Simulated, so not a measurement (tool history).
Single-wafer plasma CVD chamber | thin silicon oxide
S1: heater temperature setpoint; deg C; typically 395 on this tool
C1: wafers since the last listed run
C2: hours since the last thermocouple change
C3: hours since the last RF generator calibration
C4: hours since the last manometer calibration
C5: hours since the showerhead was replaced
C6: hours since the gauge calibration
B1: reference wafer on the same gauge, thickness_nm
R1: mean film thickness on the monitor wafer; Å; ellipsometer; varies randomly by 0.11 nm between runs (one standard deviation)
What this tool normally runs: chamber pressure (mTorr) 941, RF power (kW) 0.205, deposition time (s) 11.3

{"run": 1, "hour": 0.0, "S1": 395, "chamber pressure (mTorr)": 941, "RF power (kW)": 0.205, "deposition time (s)": 11.3, "C1": 0, "C2": 324.1, "C3": 794.3, "C4": 621.1, "C5": 5185.2, "C6": 284.8, "B1": 20.883, "R1": 193.26}
{"run": 2, "hour": 47.0, "S1": 386, "chamber pressure (mTorr)": 941, "RF power (kW)": 0.205, "deposition time (s)": 11.3, "C1": 1319, "C2": 371.1, "C3": 841.3, "C4": 668.1, "C5": 5232.2, "C6": 331.8, "B1": 20.894, "R1": 194.37}
{"run": 3, "hour": 135.1, "S1": 395, "chamber pressure (mTorr)": 941, "RF power (kW)": 0.205, "deposition time (s)": 11.3, "C1": 2474, "C2": 459.2, "C3": 929.4, "C4": 756.2, "C5": 5320.3, "C6": 419.9, "B1": 20.929, "R1": 189.96}
{"run": 4, "hour": 224.6, "S1": 395, "chamber pressure (mTorr)": 1127, "RF power (kW)": 0.205, "deposition time (s)": 11.3, "C1": 2513, "C2": 548.7, "C3": 1018.9, "C4": 845.7, "C5": 5409.8, "C6": 509.4, "B1": 20.92, "R1": 209.1}
{"run": 5, "hour": 267.7, "S1": 391, "chamber pressure (mTorr)": 941, "RF power (kW)": 0.205, "deposition time (s)": 11.3, "C1": 1210, "C2": 591.8, "C3": 1062, "C4": 888.8, "C5": 5452.9, "C6": 552.5, "B1": 20.905, "R1": 191.96}
{"run": 6, "hour": 368.2, "S1": 391, "chamber pressure (mTorr)": 941, "RF power (kW)": 0.205, "deposition time (s)": 11.3, "C1": 2822, "C2": 692.3, "C3": 1162.5, "C4": 989.3, "C5": 5553.4, "C6": 653, "B1": 20.889, "R1": 191.99}
{"run": 7, "hour": 473.5, "S1": 391, "chamber pressure (mTorr)": 941, "RF power (kW)": 0.205, "deposition time (s)": 11.3, "C1": 2957, "C2": 797.6, "C3": 1267.8, "C4": 1094.6, "C5": 5658.7, "C6": 758.3, "B1": 20.866, "R1": 189.58}
{"hour": 515.5, "done": "capacitance manometer re-zeroed and calibrated"}
{"run": 8, "hour": 543.5, "S1": 395, "chamber pressure (mTorr)": 941, "RF power (kW)": 0.205, "deposition time (s)": 11.3, "C1": 1741, "C2": 867.6, "C3": 1337.8, "C4": 28, "C5": 5728.7, "C6": 828.3, "B1": 20.851, "R1": 184.35}
{"run": 9, "hour": 646.0, "S1": 395, "chamber pressure (mTorr)": 941, "RF power (kW)": 0.205, "deposition time (s)": 11.3, "C1": 2878, "C2": 970.1, "C3": 1440.3, "C4": 130.5, "C5": 5831.2, "C6": 930.8, "B1": 20.903, "R1": 185.41}
{"hour": 717.0, "done": "gauge calibrated"}
{"run": 10, "hour": 724.1, "S1": 395, "chamber pressure (mTorr)": 941, "RF power (kW)": 0.205, "deposition time (s)": 11.3, "C1": 2193, "C2": 1048.2, "C3": 1518.4, "C4": 208.6, "C5": 5909.3, "C6": 7.1, "B1": 20.934, "R1": 186.16}
{"hour": 752.0, "done": "thermocouple changed; heater temperature recalibrated"}
{"run": 11, "hour": 774.7, "S1": 404, "chamber pressure (mTorr)": 941, "RF power (kW)": 0.22, "deposition time (s)": 11.3, "C1": 1196, "C2": 22.7, "C3": 1569, "C4": 259.2, "C5": 5959.9, "C6": 57.7, "B1": 20.886, "R1": 191.62}
{"hour": 789.6, "done": "capacitance manometer re-zeroed and calibrated, repeated, since the last time left the tool worse"}
{"hour": 820.0, "done": "RF generator calibrated"}
{"run": 12, "hour": 846.1, "S1": 395, "chamber pressure (mTorr)": 807, "RF power (kW)": 0.205, "deposition time (s)": 11.3, "C1": 1555, "C2": 94.1, "C3": 26.1, "C4": 56.5, "C5": 6031.3, "C6": 129.1, "B1": 20.852, "R1": 179.63}
{"hour": 910.4, "done": "showerhead replaced"}
{"run": 13, "hour": 951.5, "S1": 395, "chamber pressure (mTorr)": 941, "RF power (kW)": 0.205, "deposition time (s)": 11.3, "C1": 2735, "C2": 199.5, "C3": 131.5, "C4": 161.9, "C5": 41.1, "C6": 234.5, "B1": 20.89, "R1": 193.95}
{"run": 14, "hour": 1040.9, "S1": 395, "chamber pressure (mTorr)": 941, "RF power (kW)": 0.205, "deposition time (s)": 11.3, "C1": 2510, "C2": 288.9, "C3": 220.9, "C4": 251.3, "C5": 130.5, "C6": 323.9, "B1": 20.868, "R1": 193.24}
{"run": 15, "hour": 1120.2, "S1": 381, "chamber pressure (mTorr)": 815, "RF power (kW)": 0.17, "deposition time (s)": 13.2, "C1": 2227, "C2": 368.2, "C3": 300.2, "C4": 330.6, "C5": 209.8, "C6": 403.2, "B1": 20.901, "R1": 192.93}
{"run": 16, "hour": 1196.6, "S1": 395, "chamber pressure (mTorr)": 1036, "RF power (kW)": 0.205, "deposition time (s)": 11.3, "C1": 2145, "C2": 444.6, "C3": 376.6, "C4": 407, "C5": 286.2, "C6": 479.6, "B1": 20.91, "R1": 203.72}
{"run": 17, "hour": 1240.9, "S1": 408, "chamber pressure (mTorr)": 706, "RF power (kW)": 0.225, "deposition time (s)": 11.3, "C1": 1244, "C2": 488.9, "C3": 420.9, "C4": 451.3, "C5": 330.5, "C6": 523.9, "B1": 20.877, "R1": 174.02}
{"run": 18, "hour": 1301.6, "S1": 395, "chamber pressure (mTorr)": 941, "RF power (kW)": 0.185, "deposition time (s)": 12.2, "C1": 1704, "C2": 549.6, "C3": 481.6, "C4": 512, "C5": 391.2, "C6": 584.6, "B1": 20.862, "R1": 198.92}
{"run": 19, "hour": 1379.0, "S1": 387, "chamber pressure (mTorr)": 941, "RF power (kW)": 0.205, "deposition time (s)": 10.2, "C1": 2173, "C2": 627, "C3": 559, "C4": 589.4, "C5": 468.6, "C6": 662, "B1": 20.906, "R1": 175.46}
{"run": 20, "hour": 1424.7, "S1": 385, "chamber pressure (mTorr)": 941, "RF power (kW)": 0.185, "deposition time (s)": 9.2, "C1": 1283, "C2": 672.7, "C3": 604.7, "C4": 635.1, "C5": 514.3, "C6": 707.7, "B1": 20.852, "R1": 147.83}

Below are 4 alternative next runs, each starting from the tool's condition after run 20. Predict each:
{"run": "A", "hour": 1425.1, "S1": 395, "chamber pressure (mTorr)": 779, "RF power (kW)": 0.205, "deposition time (s)": 11.3, "C1": 11, "C2": 673.1, "C3": 605.1, "C4": 635.5, "C5": 514.7, "C6": 708.1, "B1": "?", "R1": "?"}
{"run": "B", "hour": 1425.1, "S1": 381, "chamber pressure (mTorr)": 941, "RF power (kW)": 0.205, "deposition time (s)": 12, "C1": 11, "C2": 673.1, "C3": 605.1, "C4": 635.5, "C5": 514.7, "C6": 708.1, "B1": "?", "R1": "?"}
{"run": "C", "hour": 1425.1, "S1": 395, "chamber pressure (mTorr)": 941, "RF power (kW)": 0.175, "deposition time (s)": 13.2, "C1": 11, "C2": 673.1, "C3": 605.1, "C4": 635.5, "C5": 514.7, "C6": 708.1, "B1": "?", "R1": "?"}
{"run": "D", "hour": 1425.1, "S1": 395, "chamber pressure (mTorr)": 941, "RF power (kW)": 0.205, "deposition time (s)": 9.7, "C1": 11, "C2": 673.1, "C3": 605.1, "C4": 635.5, "C5": 514.7, "C6": 708.1, "B1": "?", "R1": "?"}

run=A B1=20.903 R1=175.31
run=B B1=20.903 R1=206.87
run=C B1=20.903 R1=206.61
run=D B1=20.903 R1=165.56
Without the tool's hidden state the same runs would have given:
run=A R1=176.95
run=B R1=208.8
run=C R1=208.54
run=D R1=167.11
